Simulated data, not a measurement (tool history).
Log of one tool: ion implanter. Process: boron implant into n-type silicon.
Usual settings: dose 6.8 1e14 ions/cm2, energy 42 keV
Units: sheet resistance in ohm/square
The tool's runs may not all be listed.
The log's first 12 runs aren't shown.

run	day	dose	energy	wafers since the last listed run	hours since the last dose calibration	hours since the extraction supply was calibrated	hours since the gauge calibration	read-back reference wafer on the same gauge, sheet resistance	sheet resistance
13	21.183	6.8	42	622	43.1	6512.2	1288.9	179.04	164.39
# day 24.196: gauge calibrated
14	24.871	6.8	32.5	2178	131.6	6600.7	16.2	179.06	165.88
15	25.975	6.8	32.5	652	158.1	6627.2	42.7	179.15	166.05
16	27.454	6.8	32.5	874	193.6	6662.7	78.2	178.76	166.11
# day 28.35: extraction supply calibrated
17	28.696	7.96	32.5	536	223.4	8.3	108	179.33	145.43
18	30.788	7.75	29.5	1235	273.6	58.5	158.2	178.96	149.97
19	33.7	8.5	42	1720	343.5	128.4	228.1	178.85	136.17
20	36.204	8.77	55	1479	403.6	188.5	288.2	179.05	131.58

Run 21 comes next. What will it give?
21	37.383	6.8	42	696	431.9	216.8	316.5	?	?

read-back reference wafer on the same gauge, sheet resistance: 178.83
sheet resistance: 163.28 ohm/square
Without the tool's hidden state the same run would have given sheet resistance 164.78 ohm/square.
